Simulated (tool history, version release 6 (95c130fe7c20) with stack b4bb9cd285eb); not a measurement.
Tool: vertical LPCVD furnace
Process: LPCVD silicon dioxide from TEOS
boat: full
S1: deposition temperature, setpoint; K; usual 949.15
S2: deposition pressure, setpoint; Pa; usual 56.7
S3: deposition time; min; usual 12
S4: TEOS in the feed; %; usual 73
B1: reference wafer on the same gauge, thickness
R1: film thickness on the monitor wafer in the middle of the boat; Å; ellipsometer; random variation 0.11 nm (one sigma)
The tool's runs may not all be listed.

Run 1, hour 0: usual settings but S2 61.3 Pa; B1 60.49. Result: R1 724 Å.
At hour 60.8: pressure gauge zeroed.
Run 2, hour 103.9: usual settings; B1 60.49. Result: R1 708.7 Å.
Run 3, hour 132.5: usual settings; B1 60.48. Result: R1 712 Å.
At hour 134.7: gauge calibrated.
Run 4, hour 145: usual settings but S3 14 min; B1 60.49. Result: R1 830.9 Å.
Run 5, hour 175: usual settings but S3 14 min; B1 60.49. Result: R1 830 Å.
Run 6, hour 195.4: usual settings but S3 14 min; B1 60.49. Result: R1 831.9 Å.
Run 7, hour 223.3: usual settings; B1 60.49. Result: R1 709.9 Å.
Run 8, hour 238.3: usual settings; B1 60.48. Result: R1 712.1 Å.
Run 9, hour 255.8: usual settings; B1 60.51. Result: R1 711.6 Å.
Run 10, hour 318: usual settings; B1 60.48. Result: R1 712.3 Å.
Run 11, hour 348.9: usual settings but S1 940.15 K, S2 67.3 Pa; B1 60.5. Result: R1 626.1 Å.
Run 12, hour 382.9: usual settings but S1 957.15 K, S3 8.5 min, S4 87 %; B1 60.52. Result: R1 667.5 Å.
Run 13, hour 403.9: usual settings but S3 9.5 min; B1 60.49. Result: R1 565.1 Å.
At hour 443.3: TEOS flow controller replaced.
Run 14, hour 443.8: usual settings but S1 956.15 K, S3 16.5 min, S4 65 %; B1 60.52. Result: R1 1096.4 Å.
Run 15, hour 447.8: usual settings; B1 60.5. Result: R1 713.4 Å.
At hour 490.4: thermocouples replaced and temperature profile calibrated.
Run 16, hour 490.9: usual settings but S3 14 min; B1 60.51. Result: R1 756.4 Å.
Run 17, hour 494.9: usual settings; B1 60.51. Result: R1 650.4 Å.
Run 18, hour 501.1: usual settings but S1 958.15 K; B1 60.51. Result: R1 810.8 Å.
Run 19, hour 536: usual settings but S1 937.15 K; B1 60.48. Result: R1 483.6 Å.
Run 20, hour 558: usual settings; B1 60.47. Result: R1 648.5 Å.
Run 21, hour 585: usual settings; B1 60.51. Result: R1 650.9 Å.
Run 22, hour 599.2: usual settings but S1 957.15 K; B1 60.5. Result: R1 790 Å.
Run 23, hour 613.3: usual settings but S1 944.15 K, S4 60 %; B1 60.47. Result: R1 522.1 Å.
Run 24, hour 635.1: usual settings but S1 937.15 K, S2 63.3 Pa; B1 60.51. Result: R1 511.6 Å.
Run 25, hour 648.5: usual settings but S1 938.15 K, S2 50 Pa, S4 67 %; B1 60.5. Result: R1 444.7 Å.
Run 26, hour 667.8: usual settings but S1 944.15 K, S2 52 Pa, S3 15.5 min, S4 61 %; B1 60.52. Result: R1 648.3 Å.
Run 27, hour 700.1: usual settings but S3 14 min; B1 60.49. Result: R1 760 Å.
Run 28, hour 724.2: usual settings but S3 10 min, S4 67 %; B1 60.51. Result: R1 518.4 Å.
Run 29, hour 758.8: usual settings but S1 956.15 K, S2 47.3 Pa, S3 7.5 min, S4 79 %; B1 60.5. Result: R1 458.8 Å.
Run 30, hour 778.3: usual settings but S1 942.15 K, S2 60.7 Pa, S3 16 min, S4 78 %; B1 60.49. Result: R1 782.4 Å.

The tool's hidden state at each run:
deviation of the TEOS flow from its setpoint, %: 0 in every run
gauge reads high (%): 0 in every run
H1: true tube temperature minus thermocouple reading, K
H2: true pressure minus gauge reading, mTorr
run     H1     H2
  1   3.73  -22.3
  2   3.82   -2.7
  3   3.84  -2.87
  4   3.85  -2.95
  5   3.88  -3.13
  6   3.89  -3.26
  7   3.92  -3.43
  8   3.93  -3.52
  9   3.94  -3.62
 10      4     -4
 11   4.02  -4.19
 12   4.05   -4.4
 13   4.07  -4.53
 14    4.1  -4.77
 15   4.11   -4.8
 16  0.223  -5.06
 17  0.226  -5.08
 18  0.232  -5.12
 19  0.261  -5.34
 20   0.28  -5.47
 21  0.303  -5.63
 22  0.315  -5.72
 23  0.327  -5.81
 24  0.346  -5.94
 25  0.357  -6.02
 26  0.374  -6.14
 27  0.401  -6.34
 28  0.422  -6.48
 29  0.451   -6.7
 30  0.468  -6.81
